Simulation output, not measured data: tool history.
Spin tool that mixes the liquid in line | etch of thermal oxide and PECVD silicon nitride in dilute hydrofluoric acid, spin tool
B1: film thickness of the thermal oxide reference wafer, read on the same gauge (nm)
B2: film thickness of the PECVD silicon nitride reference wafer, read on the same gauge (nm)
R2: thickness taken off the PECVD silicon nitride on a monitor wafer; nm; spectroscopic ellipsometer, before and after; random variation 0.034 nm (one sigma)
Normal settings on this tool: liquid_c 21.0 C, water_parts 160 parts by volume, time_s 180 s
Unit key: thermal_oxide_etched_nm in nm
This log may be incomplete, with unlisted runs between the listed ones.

{"run": 1, "hour": 0.0, "liquid_c": 21.0, "water_parts": 160, "time_s": 180, "B1": 59.999, "B2": 30.037, "thermal_oxide_etched_nm": 3.565, "R2": 1.451}
{"run": 2, "hour": 6.0, "liquid_c": 21.0, "water_parts": 160, "time_s": 180, "B1": 59.983, "B2": 30.034, "thermal_oxide_etched_nm": 3.567, "R2": 1.467}
{"run": 3, "hour": 15.1, "liquid_c": 21.0, "water_parts": 160, "time_s": 180, "B1": 60.029, "B2": 29.962, "thermal_oxide_etched_nm": 3.555, "R2": 1.448}
{"hour": 20.2, "done": "gauge calibrated"}
{"run": 4, "hour": 30.8, "liquid_c": 21.0, "water_parts": 160, "time_s": 180, "B1": 59.99, "B2": 29.992, "thermal_oxide_etched_nm": 3.526, "R2": 1.449}
{"run": 5, "hour": 39.7, "liquid_c": 21.0, "water_parts": 130, "time_s": 180, "B1": 59.99, "B2": 29.981, "thermal_oxide_etched_nm": 4.491, "R2": 1.758}
{"run": 6, "hour": 53.0, "liquid_c": 21.0, "water_parts": 130, "time_s": 180, "B1": 60.005, "B2": 29.983, "thermal_oxide_etched_nm": 4.494, "R2": 1.774}
{"hour": 62.1, "done": "thermometer replaced"}
{"run": 7, "hour": 65.9, "liquid_c": 21.0, "water_parts": 130, "time_s": 180, "B1": 60.011, "B2": 30.003, "thermal_oxide_etched_nm": 4.467, "R2": 1.838}
{"run": 8, "hour": 73.5, "liquid_c": 21.0, "water_parts": 220, "time_s": 180, "B1": 60.017, "B2": 29.99, "thermal_oxide_etched_nm": 2.375, "R2": 1.037}
{"run": 9, "hour": 81.8, "liquid_c": 23.5, "water_parts": 160, "time_s": 180, "B1": 60.013, "B2": 29.99, "thermal_oxide_etched_nm": 3.854, "R2": 1.723}
{"run": 10, "hour": 91.5, "liquid_c": 21.0, "water_parts": 160, "time_s": 180, "B1": 60.019, "B2": 29.984, "thermal_oxide_etched_nm": 3.504, "R2": 1.416}
{"hour": 97.3, "done": "gauge calibrated"}
{"run": 11, "hour": 100.4, "liquid_c": 21.0, "water_parts": 220, "time_s": 180, "B1": 59.978, "B2": 30.0, "thermal_oxide_etched_nm": 2.356, "R2": 1.047}
{"run": 12, "hour": 106.9, "liquid_c": 21.0, "water_parts": 230, "time_s": 235, "B1": 59.992, "B2": 30.046, "thermal_oxide_etched_nm": 2.933, "R2": 1.32}
{"run": 13, "hour": 113.7, "liquid_c": 21.0, "water_parts": 225, "time_s": 180, "B1": 60.001, "B2": 30.022, "thermal_oxide_etched_nm": 2.292, "R2": 1.028}
{"hour": 123.4, "done": "hydrofluoric acid flow meter replaced"}
{"run": 14, "hour": 131.5, "liquid_c": 21.0, "water_parts": 110, "time_s": 180, "B1": 59.995, "B2": 30.004, "thermal_oxide_etched_nm": 6.181, "R2": 2.372}

Expected results for the next run?
{"run": 15, "hour": 145.0, "liquid_c": 21.0, "water_parts": 160, "time_s": 265, "B1": "?", "B2": "?", "thermal_oxide_etched_nm": "?", "R2": "?"}

B1: 60.020
B2: 29.980
thermal_oxide_etched_nm: 5.875 nm
R2: 2.374 nm
Were there no unlogged condition in the tool, this run, its random variation unchanged, would have produced thermal_oxide_etched_nm 5.934 nm, R2 2.394 nm.
